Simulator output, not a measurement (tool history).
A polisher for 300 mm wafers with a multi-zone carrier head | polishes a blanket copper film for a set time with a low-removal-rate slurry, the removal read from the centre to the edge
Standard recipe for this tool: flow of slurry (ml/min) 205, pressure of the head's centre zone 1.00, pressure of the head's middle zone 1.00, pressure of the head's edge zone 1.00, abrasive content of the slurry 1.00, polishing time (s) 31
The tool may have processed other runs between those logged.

| run | hour | flow of slurry (ml/min) | pressure of the head's centre zone | pressure of the head's middle zone | pressure of the head's edge zone | abrasive content of the slurry | polishing time (s) | incoming thickness of the incoming film, nm | film removed at the wafer's centre (angstrom) | film removed at mid-radius (angstrom) | film removed at the wafer's edge (angstrom) |
|---|---|---|---|---|---|---|---|---|---|---|---|
| 1 | 0.0 | 205 | 1.00 | 1.05 | 1.03 | 1.00 | 31 | 1128.3 | 694 | 729 | 721 |
| 2 | 80.7 | 205 | 1.00 | 1.05 | 1.03 | 1.00 | 31 | 1088.1 | 682 | 715 | 711 |
| 3 | 188.2 | 205 | 1.00 | 1.00 | 1.00 | 0.95 | 31 | 1108.7 | 680 | 667 | 685 |
| 4 | 295.5 | 205 | 1.00 | 1.00 | 1.00 | 0.95 | 31 | 1111.1 | 664 | 677 | 695 |
| 5 | 384.9 | 205 | 1.00 | 1.09 | 1.00 | 1.00 | 31 | 1120.5 | 687 | 740 | 698 |
| 6 | 425.9 | 205 | 1.00 | 1.09 | 1.00 | 1.00 | 31 | 1096.5 | 681 | 730 | 685 |
| 7 | 515.9 | 205 | 1.00 | 1.09 | 1.00 | 1.00 | 31 | 1102.4 | 699 | 759 | 712 |
| 8 | 591.2 | 205 | 1.00 | 1.00 | 1.00 | 1.00 | 31 | 1122.4 | 692 | 686 | 707 |
| 9 | 654.2 | 205 | 0.93 | 0.94 | 1.00 | 1.20 | 31 | 1085.8 | 677 | 688 | 722 |
| 10 | 711.5 | 205 | 1.00 | 1.00 | 1.00 | 1.00 | 31 | 1113.2 | 675 | 676 | 696 |
| 11 | 777.7 | 205 | 1.00 | 1.11 | 0.96 | 1.00 | 31 | 1107.5 | 711 | 772 | 706 |
| 12 | 859.2 | 205 | 1.00 | 1.00 | 1.00 | 1.00 | 31 | 1110.4 | 677 | 687 | 716 |
| 13 | 922.8 | 260 | 1.09 | 1.00 | 1.00 | 1.00 | 31 | 1125.3 | 743 | 709 | 721 |
| 14 | 1025.1 | 165 | 1.00 | 0.94 | 1.00 | 1.00 | 38 | 1102.2 | 860 | 805 | 881 |
| 15 | 1151.3 | 205 | 1.03 | 1.00 | 1.07 | 1.00 | 31 | 1099.8 | 699 | 685 | 716 |
| 16 | 1257.8 | 175 | 1.00 | 1.00 | 1.00 | 1.00 | 31 | 1098.1 | 655 | 668 | 678 |
| 17 | 1306.1 | 205 | 1.00 | 1.00 | 1.07 | 1.00 | 31 | 1105.5 | 711 | 729 | 749 |

Missing from the log above: 11 entries noted between runs. For each, name the pair of listed runs it sits between and say how the tool's hidden condition differs from the listed run just before to the listed run just after:
Logged between run 1 and run 2: slurry nozzle cleaned (hour 40.2)
  removal rate lost through wear of the pad, %: 3.94 -> 5.68
  difference, measured minus the result without the unlogged condition, film removed at the wafer's centre (angstrom): -28 -> -41; film removed at mid-radius (angstrom): -30 -> -43; film removed at the wafer's edge (angstrom): -30 -> -43
Logged between run 3 and run 4: worn pad replaced by a new one (hour 205.0)
  removal rate lost through wear of the pad, %: 6.49 -> 4.63
  difference, measured minus the result without the unlogged condition, film removed at the wafer's centre (angstrom): -47 -> -32; film removed at mid-radius (angstrom): -46 -> -33; film removed at the wafer's edge (angstrom): -48 -> -33
Logged between run 6 and run 7: worn pad replaced by a new one (hour 442.7); slurry nozzle cleaned (hour 472.3)
  removal rate lost through wear of the pad, %: 6.36 -> 3.84
  difference, measured minus the result without the unlogged condition, film removed at the wafer's centre (angstrom): -46 -> -28; film removed at mid-radius (angstrom): -50 -> -30; film removed at the wafer's edge (angstrom): -46 -> -28
Logged between run 7 and run 8: edge zone pressure recalibrated (hour 587.6)
  removal rate lost through wear of the pad, %: 3.84 -> 5.41
  difference, measured minus the result without the unlogged condition, film removed at the wafer's centre (angstrom): -28 -> -40; film removed at mid-radius (angstrom): -30 -> -39; film removed at the wafer's edge (angstrom): -28 -> -41
Logged between run 9 and run 10: centre zone pressure recalibrated (hour 684.8)
  removal rate lost through wear of the pad, %: 6 -> 6.27
  difference, measured minus the result without the unlogged condition, film removed at the wafer's centre (angstrom): -43 -> -45; film removed at mid-radius (angstrom): -44 -> -45; film removed at the wafer's edge (angstrom): -46 -> -46
Logged between run 10 and run 11: worn pad replaced by a new one (hour 740.8); carrier head's membrane replaced by a new one (hour 765.1)
  removal rate lost through wear of the pad, %: 6.27 -> 2.21
  difference, measured minus the result without the unlogged condition, film removed at the wafer's centre (angstrom): -45 -> -16; film removed at mid-radius (angstrom): -45 -> -18; film removed at the wafer's edge (angstrom): -46 -> -16
Logged between run 13 and run 14: slurry nozzle cleaned (hour 964.4); worn pad replaced by a new one (hour 1017.5)
  removal rate lost through wear of the pad, %: 5.57 -> 1.11
  difference, measured minus the result without the unlogged condition, film removed at the wafer's centre (angstrom): -44 -> -10; film removed at mid-radius (angstrom): -42 -> -9; film removed at the wafer's edge (angstrom): -43 -> -10
Logged between run 16 and run 17: worn pad replaced by a new one (hour 1305.6)
  removal rate lost through wear of the pad, %: 6.5 -> 0.618
  difference, measured minus the result without the unlogged condition, film removed at the wafer's centre (angstrom): -46 -> -4; film removed at mid-radius (angstrom): -46 -> -4; film removed at the wafer's edge (angstrom): -47 -> -5

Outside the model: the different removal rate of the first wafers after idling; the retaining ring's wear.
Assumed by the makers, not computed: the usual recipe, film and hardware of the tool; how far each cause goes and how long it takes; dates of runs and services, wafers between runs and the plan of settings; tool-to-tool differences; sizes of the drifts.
